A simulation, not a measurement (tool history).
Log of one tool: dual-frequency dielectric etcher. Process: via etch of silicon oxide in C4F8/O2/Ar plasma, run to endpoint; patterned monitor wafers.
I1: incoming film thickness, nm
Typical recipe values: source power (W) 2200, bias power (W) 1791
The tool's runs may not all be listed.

{"run": 1, "day": 0.0, "source power (W)": 2200, "bias power (W)": 1791, "I1": 1112.2, "endpoint time (s)": 208.6}
{"run": 2, "day": 2.0, "source power (W)": 2200, "bias power (W)": 1791, "I1": 1111.2, "endpoint time (s)": 207.2}
{"run": 3, "day": 2.458, "source power (W)": 2200, "bias power (W)": 1791, "I1": 1133.1, "endpoint time (s)": 212.2}
{"run": 4, "day": 2.925, "source power (W)": 2200, "bias power (W)": 1791, "I1": 1128.2, "endpoint time (s)": 210.7}
{"run": 5, "day": 3.333, "source power (W)": 2200, "bias power (W)": 1791, "I1": 1125.2, "endpoint time (s)": 211}
{"run": 6, "day": 3.954, "source power (W)": 2200, "bias power (W)": 1791, "I1": 1117.2, "endpoint time (s)": 208.3}
{"run": 7, "day": 4.217, "source power (W)": 1820, "bias power (W)": 1791, "I1": 1128.2, "endpoint time (s)": 231.3}
{"run": 8, "day": 4.858, "source power (W)": 2200, "bias power (W)": 1791, "I1": 1117.6, "endpoint time (s)": 209.7}
{"run": 9, "day": 5.112, "source power (W)": 2200, "bias power (W)": 1791, "I1": 1110.7, "endpoint time (s)": 207}
{"run": 10, "day": 6.412, "source power (W)": 2200, "bias power (W)": 1791, "I1": 1120.6, "endpoint time (s)": 208.7}
{"run": 11, "day": 6.962, "source power (W)": 2200, "bias power (W)": 1791, "I1": 1121.8, "endpoint time (s)": 208.3}
{"run": 12, "day": 7.229, "source power (W)": 2200, "bias power (W)": 1791, "I1": 1118.6, "endpoint time (s)": 207.7}
{"run": 13, "day": 7.683, "source power (W)": 2200, "bias power (W)": 1791, "I1": 1111.3, "endpoint time (s)": 205.8}
{"run": 14, "day": 7.971, "source power (W)": 2200, "bias power (W)": 1791, "I1": 1121.1, "endpoint time (s)": 207.2}
{"run": 15, "day": 8.662, "source power (W)": 2200, "bias power (W)": 1791, "I1": 1126.2, "endpoint time (s)": 207.2}
{"run": 16, "day": 9.304, "source power (W)": 2200, "bias power (W)": 1791, "I1": 1106, "endpoint time (s)": 205.3}
{"run": 17, "day": 9.767, "source power (W)": 2200, "bias power (W)": 1791, "I1": 1126.4, "endpoint time (s)": 208.8}
{"run": 18, "day": 10.454, "source power (W)": 2480, "bias power (W)": 1619, "I1": 1127, "endpoint time (s)": 199}
{"run": 19, "day": 10.567, "source power (W)": 2390, "bias power (W)": 2067, "I1": 1112, "endpoint time (s)": 191.9}
{"run": 20, "day": 10.946, "source power (W)": 1760, "bias power (W)": 1421, "I1": 1121.9, "endpoint time (s)": 243.9}
{"run": 21, "day": 11.975, "source power (W)": 1870, "bias power (W)": 1433, "I1": 1114.3, "endpoint time (s)": 245}
{"run": 22, "day": 12.346, "source power (W)": 2440, "bias power (W)": 1606, "I1": 1107.2, "endpoint time (s)": 208.4}
{"run": 23, "day": 12.854, "source power (W)": 2200, "bias power (W)": 1791, "I1": 1123.4, "endpoint time (s)": 216.2}
{"run": 24, "day": 14.054, "source power (W)": 1720, "bias power (W)": 1398, "I1": 1123.3, "endpoint time (s)": 258.8}
{"run": 25, "day": 14.071, "source power (W)": 2680, "bias power (W)": 1982, "I1": 1125.5, "endpoint time (s)": 193.2}
{"run": 26, "day": 14.317, "source power (W)": 1930, "bias power (W)": 2098, "I1": 1129.2, "endpoint time (s)": 223.7}
{"run": 27, "day": 14.692, "source power (W)": 2200, "bias power (W)": 1791, "I1": 1116, "endpoint time (s)": 214.1}
{"run": 28, "day": 15.038, "source power (W)": 2560, "bias power (W)": 2180, "I1": 1115.6, "endpoint time (s)": 191.9}
{"run": 29, "day": 15.725, "source power (W)": 2200, "bias power (W)": 1791, "I1": 1120.5, "endpoint time (s)": 214.7}
{"run": 30, "day": 16.454, "source power (W)": 2200, "bias power (W)": 1791, "I1": 1106.5, "endpoint time (s)": 211.8}
{"run": 31, "day": 16.992, "source power (W)": 2680, "bias power (W)": 2045, "I1": 1118.4, "endpoint time (s)": 188.7}
{"run": 32, "day": 17.354, "source power (W)": 2550, "bias power (W)": 1469, "I1": 1123.8, "endpoint time (s)": 207.4}
{"run": 33, "day": 17.883, "source power (W)": 1830, "bias power (W)": 1630, "I1": 1129.8, "endpoint time (s)": 241}
{"run": 34, "day": 19.671, "source power (W)": 1970, "bias power (W)": 1919, "I1": 1118, "endpoint time (s)": 221.8}

Withheld: 4 entries from between the runs. Position of each, and hidden state at the listed run before versus the listed run after:
Run 17 -> run 18: bias power generator calibrated (day 10.433)
  etch rate over this chamber's usual, %: 4.27 -> 4.41
  measured result minus the result with no hidden state, endpoint time (s): -9 -> -8.8
Run 20 -> run 21: wet clean of the chamber (day 11.954)
  etch rate over this chamber's usual, %: 4.5 -> -0.37
  measured result minus the result with no hidden state, endpoint time (s): -10.9 -> +0.9
Run 21 -> run 22: source power generator calibrated (day 12.325)
  etch rate over this chamber's usual, %: -0.37 -> -0.298
  measured result minus the result with no hidden state, endpoint time (s): +0.9 -> +0.6
Run 23 -> run 24: upper electrode replaced (day 14.033)
  etch rate over this chamber's usual, %: -0.198 -> 0.0362
  measured result minus the result with no hidden state, endpoint time (s): +0.5 -> -0.1
